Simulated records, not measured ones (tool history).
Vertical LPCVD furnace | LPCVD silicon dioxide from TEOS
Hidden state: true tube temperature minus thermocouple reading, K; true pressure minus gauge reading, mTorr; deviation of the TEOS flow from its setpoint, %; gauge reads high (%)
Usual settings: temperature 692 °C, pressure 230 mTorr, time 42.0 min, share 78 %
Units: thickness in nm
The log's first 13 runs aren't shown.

run   hour  temperature  pressure  time  share  wafers since the last listed run  hours since the last temperature calibration  hours since the pressure gauge was zeroed  hours since the TEOS flow controller was replaced  hours since the gauge calibration  read-back reference wafer on the same gauge, thickness  thickness
 14  241.3          697       280  50.0     72                                78                                           4.6                                       12.4                                               35.6                               37.2                                                  257.03     351.93
 15  245.5          702       200  32.0     90                                80                                           8.8                                       16.6                                               39.8                               41.4                                                  256.98     237.73
 16  249.7          686       230  42.0     86                                80                                          13.0                                       20.8                                               44.0                               45.6                                                  256.65     225.70
 17  253.8          692       230  42.0     83                                78                                          17.1                                       24.9                                               48.1                               49.7                                                  257.27     255.93
 18  258.0          692       230  42.0     78                                80                                          21.3                                       29.1                                               52.3                               53.9                                                  256.62     246.62
 19  265.7          692       215  42.0     63                               147                                          29.0                                       36.8                                               60.0                               61.6                                                  256.92     214.53
 20  282.9          681       195  35.0     64                               329                                          46.2                                       54.0                                               77.2                               78.8                                                  256.97     132.32
 21  291.3          692       230  42.0     78                               160                                          54.6                                       62.4                                               85.6                               87.2                                                  256.77     248.06
 22  298.4          692       230  52.0     68                               135                                          61.7                                       69.5                                               92.7                               94.3                                                  256.96     286.32
 23  305.6          681       285  42.0     78                               137                                          68.9                                       76.7                                               99.9                              101.5                                                  256.85     210.98
 24  323.4          681       285  54.0     78                               340                                          86.7                                       94.5                                              117.7                              119.3                                                  256.93     272.95
 25  337.4          692       230  37.0     67                               268                                         100.7                                      108.5                                              131.7                              133.3                                                  256.79     201.71
 26  364.0          692       230  42.0     78                               509                                         127.3                                      135.1                                              158.3                              159.9                                                  257.14     248.53
 27  380.9          692       230  42.0     78                               323                                         144.2                                      152.0                                              175.2                              176.8                                                  256.81     246.36
 28  387.7          692       230  42.0     89                               130                                         151.0                                      158.8                                              182.0                              183.6                                                  256.90     263.63
 29  404.8          682       230  28.0     86                               327                                         168.1                                      175.9                                              199.1                              200.7                                                  257.03     137.36
 30  413.1          697       230  32.5     78                               158                                         176.4                                      184.2                                              207.4                              209.0                                                  256.87     217.90
 31  430.4          682       230  42.0     78                               331                                         193.7                                      201.5                                              224.7                              226.3                                                  256.74     195.72

4 ways to go on from here, each from the tool as it stands after run 31. What would each give?
  A  434.7          692       175  42.0     78                                82                                         198.0                                      205.8                                              229.0                              230.6                                                       ?          ?
  B  434.7          700       265  42.0     62                                82                                         198.0                                      205.8                                              229.0                              230.6                                                       ?          ?
  C  434.7          687       265  42.0     93                                82                                         198.0                                      205.8                                              229.0                              230.6                                                       ?          ?
  D  434.7          692       270  42.0     78                                82                                         198.0                                      205.8                                              229.0                              230.6                                                       ?          ?

run  read-back reference wafer on the same gauge, thickness  thickness
  A                                                  256.78     216.45
  B                                                  256.78     286.44
  C                                                  256.78     258.27
  D                                                  256.78     268.86
Without the tool's hidden state the same runs would have given:
run  thickness
  A     214.73
  B     284.21
  C     256.19
  D     266.72

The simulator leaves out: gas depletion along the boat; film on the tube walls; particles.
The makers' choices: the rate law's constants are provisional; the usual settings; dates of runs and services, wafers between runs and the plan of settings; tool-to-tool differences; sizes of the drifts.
